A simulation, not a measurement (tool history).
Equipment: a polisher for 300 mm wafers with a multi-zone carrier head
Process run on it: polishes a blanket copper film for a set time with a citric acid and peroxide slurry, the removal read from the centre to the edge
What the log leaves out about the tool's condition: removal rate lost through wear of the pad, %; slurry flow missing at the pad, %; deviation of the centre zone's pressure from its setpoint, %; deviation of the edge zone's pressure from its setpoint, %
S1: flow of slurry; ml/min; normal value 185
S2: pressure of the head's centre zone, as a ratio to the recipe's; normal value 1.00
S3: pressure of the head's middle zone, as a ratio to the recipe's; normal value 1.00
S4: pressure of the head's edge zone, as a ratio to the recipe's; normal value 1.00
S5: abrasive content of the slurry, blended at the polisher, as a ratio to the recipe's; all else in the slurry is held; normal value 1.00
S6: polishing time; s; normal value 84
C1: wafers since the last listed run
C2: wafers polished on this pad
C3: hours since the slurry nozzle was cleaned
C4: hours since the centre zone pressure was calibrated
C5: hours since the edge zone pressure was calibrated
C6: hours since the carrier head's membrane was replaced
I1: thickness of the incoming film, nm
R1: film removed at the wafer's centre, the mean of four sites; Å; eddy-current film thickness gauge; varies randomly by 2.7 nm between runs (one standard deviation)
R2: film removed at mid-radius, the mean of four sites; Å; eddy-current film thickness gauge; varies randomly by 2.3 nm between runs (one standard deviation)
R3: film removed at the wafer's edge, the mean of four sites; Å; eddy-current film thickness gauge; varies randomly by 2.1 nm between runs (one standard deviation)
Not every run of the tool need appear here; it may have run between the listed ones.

Run 1, hour 0.0: usual settings but S4 1.09; C1 0; C2 555; C3 55.5; C4 561.2; C5 1290.7; C6 1334.9; I1 960.6. Result: R1 2687 Å, R2 2484 Å, R3 2619 Å.
At hour 8.1: edge zone pressure recalibrated.
Run 2, hour 46.9: usual settings but S3 1.04; C1 305; C2 861; C3 102.4; C4 608.1; C5 38.8; C6 1381.8; I1 996.1. Result: R1 2721 Å, R2 2569 Å, R3 2551 Å.
At hour 82.1: centre zone pressure recalibrated.
Run 3, hour 84.9: usual settings; C1 244; C2 1106; C3 140.4; C4 2.8; C5 76.8; C6 1419.8; I1 985.8. Result: R1 2406 Å, R2 2451 Å, R3 2551 Å.
Run 4, hour 109.1: usual settings; C1 164; C2 1270; C3 164.6; C4 27.0; C5 101.0; C6 1444.0; I1 990.4. Result: R1 2461 Å, R2 2453 Å, R3 2541 Å.
Run 5, hour 172.9: usual settings; C1 434; C2 1704; C3 228.4; C4 90.8; C5 164.8; C6 1507.8; I1 991.9. Result: R1 2460 Å, R2 2437 Å, R3 2554 Å.
Run 6, hour 200.8: usual settings but S3 1.07, S5 1.30; C1 189; C2 1894; C3 256.3; C4 118.7; C5 192.7; C6 1535.7; I1 974.7. Result: R1 2514 Å, R2 2686 Å, R3 2669 Å.
At hour 245.9: worn pad replaced by a new one.
Run 7, hour 262.4: usual settings but S2 0.97, S3 1.07, S5 1.15, S6 99 s; C1 391; C2 111; C3 317.9; C4 180.3; C5 254.3; C6 1597.3; I1 963.5. Result: R1 2823 Å, R2 3073 Å, R3 3020 Å.
Run 8, hour 321.6: usual settings but S5 0.90, S6 65 s; C1 402; C2 514; C3 377.1; C4 239.5; C5 313.5; C6 1656.5; I1 987.6. Result: R1 1884 Å, R2 1852 Å, R3 1962 Å.
Run 9, hour 393.2: usual settings; C1 487; C2 1001; C3 448.7; C4 311.1; C5 385.1; C6 1728.1; I1 990.8. Result: R1 2489 Å, R2 2469 Å, R3 2570 Å.
Run 10, hour 434.6: usual settings but S3 0.90, S4 0.90; C1 281; C2 1283; C3 490.1; C4 352.5; C5 426.5; C6 1769.5; I1 999.0. Result: R1 2511 Å, R2 2292 Å, R3 2457 Å.
Run 11, hour 471.8: usual settings but S1 155 ml/min, S5 0.90; C1 253; C2 1536; C3 527.3; C4 389.7; C5 463.7; C6 1806.7; I1 977.5. Result: R1 2404 Å, R2 2309 Å, R3 2456 Å.
At hour 491.8: carrier head's membrane replaced by a new one.
Run 12, hour 526.6: usual settings but S2 0.91, S3 0.95, S5 1.15; C1 338; C2 1875; C3 582.1; C4 444.5; C5 518.5; C6 34.8; I1 976.5. Result: R1 2343 Å, R2 2352 Å, R3 2610 Å.
At hour 567.2: worn pad replaced by a new one.
Run 13, hour 597.0: usual settings but S1 140 ml/min; C1 451; C2 202; C3 652.5; C4 514.9; C5 588.9; C6 105.2; I1 987.3. Result: R1 2397 Å, R2 2301 Å, R3 2441 Å.
At hour 651.1: slurry nozzle cleaned.
Run 14, hour 684.6: usual settings but S4 1.10; C1 589; C2 791; C3 33.5; C4 602.5; C5 676.5; C6 192.8; I1 994.7. Result: R1 2668 Å, R2 2439 Å, R3 2624 Å.
Run 15, hour 750.2: usual settings but S2 1.11, S4 1.11; C1 446; C2 1238; C3 99.1; C4 668.1; C5 742.1; C6 258.4; I1 986.0. Result: R1 2954 Å, R2 2428 Å, R3 2655 Å.
At hour 770.7: centre zone pressure recalibrated.
Run 16, hour 806.7: usual settings; C1 370; C2 1609; C3 155.6; C4 36.0; C5 798.6; C6 314.9; I1 985.2. Result: R1 2426 Å, R2 2475 Å, R3 2552 Å.
Run 17, hour 847.8: usual settings but S1 140 ml/min, S2 0.96; C1 279; C2 1888; C3 196.7; C4 77.1; C5 839.7; C6 356.0; I1 987.9. Result: R1 2260 Å, R2 2313 Å, R3 2478 Å.
At hour 904.5: worn pad replaced by a new one.
Run 18, hour 913.7: usual settings but S2 0.90, S3 1.10, S4 0.90, S5 1.15; C1 421; C2 62; C3 262.6; C4 143.0; C5 905.6; C6 421.9; I1 979.9. Result: R1 2243 Å, R2 2677 Å, R3 2487 Å.
Run 19, hour 943.3: usual settings but S3 0.96, S5 0.80; C1 201; C2 263; C3 292.2; C4 172.6; C5 935.2; C6 451.5; I1 974.4. Result: R1 2401 Å, R2 2327 Å, R3 2505 Å.
Run 20, hour 975.5: usual settings; C1 219; C2 482; C3 324.4; C4 204.8; C5 967.4; C6 483.7; I1 993.7. Result: R1 2428 Å, R2 2455 Å, R3 2597 Å.

Run 21 comes next. What will it give?
Run 21, hour 1030.3: usual settings but S2 0.91, S3 0.95, S5 1.15; C1 372; C2 855; C3 379.2; C4 259.6; C5 1022.2; C6 538.5; I1 965.4. Result: R1 ?, R2 ?, R3 ?.

Logged for run 21: R1 2285 Å, R2 2406 Å, R3 2652 Å.
With the hidden condition absent and the run-to-run variation left alone, this run would have shown R1 2251 Å, R2 2407 Å, R3 2652 Å.
